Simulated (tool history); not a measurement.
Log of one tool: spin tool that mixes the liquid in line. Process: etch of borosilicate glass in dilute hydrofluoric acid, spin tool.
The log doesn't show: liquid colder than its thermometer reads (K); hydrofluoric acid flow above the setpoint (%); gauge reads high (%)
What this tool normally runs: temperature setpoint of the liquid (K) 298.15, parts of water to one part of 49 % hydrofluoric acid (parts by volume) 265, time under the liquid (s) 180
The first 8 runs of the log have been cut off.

run    hour  temperature setpoint of the liquid (K)  parts of water to one part of 49 % hydrofluoric acid (parts by volume)  time under the liquid (s)  wafers since the last listed run  hours since the thermometer was replaced  hours since the hydrofluoric acid flow meter was replaced  hours since the gauge calibration  read-back film thickness of the borosilicate glass reference wafer, read on the same gauge (nm)  thickness taken off the borosilicate glass on a monitor wafer (Å)
  9   378.8                                  298.15                                                                     265                        220                               175                                     669.3                                                     2162.4                             1767.6                                                                                           138.50                                                              144.4
 10   423.3                                  298.15                                                                     265                        220                               242                                     713.8                                                     2206.9                             1812.1                                                                                           138.62                                                              142.9
 11   461.9                                  298.15                                                                     265                        150                               210                                     752.4                                                     2245.5                             1850.7                                                                                           138.88                                                               99.2
      476.8  -- thermometer replaced
 12   488.9                                  298.15                                                                     265                        150                               141                                      12.1                                                     2272.5                             1877.7                                                                                           138.92                                                              100.3
      501.3  -- gauge calibrated
 13   545.2                                  298.15                                                                     265                        150                               306                                      68.4                                                     2328.8                               43.9                                                                                           129.00                                                               93.3
 14   634.5                                  298.15                                                                     380                        180                               486                                     157.7                                                     2418.1                              133.2                                                                                           129.36                                                               68.1
 15   678.2                                  295.15                                                                     265                        180                               238                                     201.4                                                     2461.8                              176.9                                                                                           129.55                                                               99.1
      697.0  -- hydrofluoric acid flow meter replaced
 16   744.4                                  298.15                                                                     170                        140                               355                                     267.6                                                       47.4                              243.1                                                                                           129.90                                                              150.0
 17   768.5                                  301.65                                                                     265                        120                               131                                     291.7                                                       71.5                              267.2                                                                                           129.94                                                               85.1
 18   811.3                                  296.65                                                                     265                        145                               233                                     334.5                                                      114.3                              310.0                                                                                           130.10                                                               86.4
 19   847.0                                  299.65                                                                     200                         80                               194                                     370.2                                                      150.0                              345.7                                                                                           130.28                                                               75.2
 20   906.4                                  295.15                                                                     310                         90                               323                                     429.6                                                      209.4                              405.1                                                                                           130.58                                                               41.6
 21   938.2                                  299.65                                                                     265                        180                               173                                     461.4                                                      241.2                              436.9                                                                                           130.69                                                              119.2
 22   966.8                                  299.65                                                                     145                        245                               155                                     490.0                                                      269.8                              465.5                                                                                           130.76                                                              337.4
 23  1001.9                                  294.15                                                                     215                        285                               191                                     525.1                                                      304.9                              500.6                                                                                           130.90                                                              200.5
 24  1066.1                                  298.15                                                                     265                        180                               349                                     589.3                                                      369.1                              564.8                                                                                           131.25                                                              113.1
 25  1123.3                                  298.15                                                                     265                        180                               311                                     646.5                                                      426.3                              622.0                                                                                           131.42                                                              112.0
 26  1191.9                                  298.15                                                                     265                        180                               373                                     715.1                                                      494.9                              690.6                                                                                           131.74                                                              114.3
 27  1238.5                                  301.15                                                                     355                        100                               253                                     761.7                                                      541.5                              737.2                                                                                           131.92                                                               47.7
     1264.0  -- thermometer replaced
 28  1279.7                                  298.15                                                                     265                         90                               218                                      15.7                                                      582.7                              778.4                                                                                           132.11                                                               57.0
 29  1321.3                                  293.65                                                                     265                        110                               226                                      57.3                                                      624.3                              820.0                                                                                           132.31                                                               59.2
 30  1380.4                                  298.15                                                                     195                        225                               321                                     116.4                                                      683.4                              879.1                                                                                           132.54                                                              211.2
 31  1439.2                                  298.15                                                                     265                        120                               320                                     175.2                                                      742.2                              937.9                                                                                           132.78                                                               76.9
 32  1556.9                                  296.65                                                                     305                        245                               641                                     292.9                                                      859.9                             1055.6                                                                                           133.27                                                              123.2

Below are 5 alternative next runs, each starting from the tool's condition after run 32. Predict each:
  A  1557.4                                  298.15                                                                     300                        180                                 2                                     293.4                                                      860.4                             1056.1                                                                                                ?                                                                  ?
  B  1557.4                                  301.15                                                                     330                        180                                 2                                     293.4                                                      860.4                             1056.1                                                                                                ?                                                                  ?
  C  1557.4                                  298.15                                                                     150                        210                                 2                                     293.4                                                      860.4                             1056.1                                                                                                ?                                                                  ?
  D  1557.4                                  303.15                                                                     265                        275                                 2                                     293.4                                                      860.4                             1056.1                                                                                                ?                                                                  ?
  E  1557.4                                  298.15                                                                     265                        140                                 2                                     293.4                                                      860.4                             1056.1                                                                                                ?                                                                  ?

run  read-back film thickness of the borosilicate glass reference wafer, read on the same gauge (nm)  thickness taken off the borosilicate glass on a monitor wafer (Å)
  A                                                                                           133.27                                                               96.3
  B                                                                                           133.27                                                               93.9
  C                                                                                           133.27                                                              264.1
  D                                                                                           133.27                                                              204.6
  E                                                                                           133.27                                                               87.9
With the hidden condition removed and each run's random variation left untouched, the same runs would have given:
run  thickness taken off the borosilicate glass on a monitor wafer (Å)
  A                                                               93.9
  B                                                               91.6
  C                                                              257.5
  D                                                              199.5
  E                                                               85.7
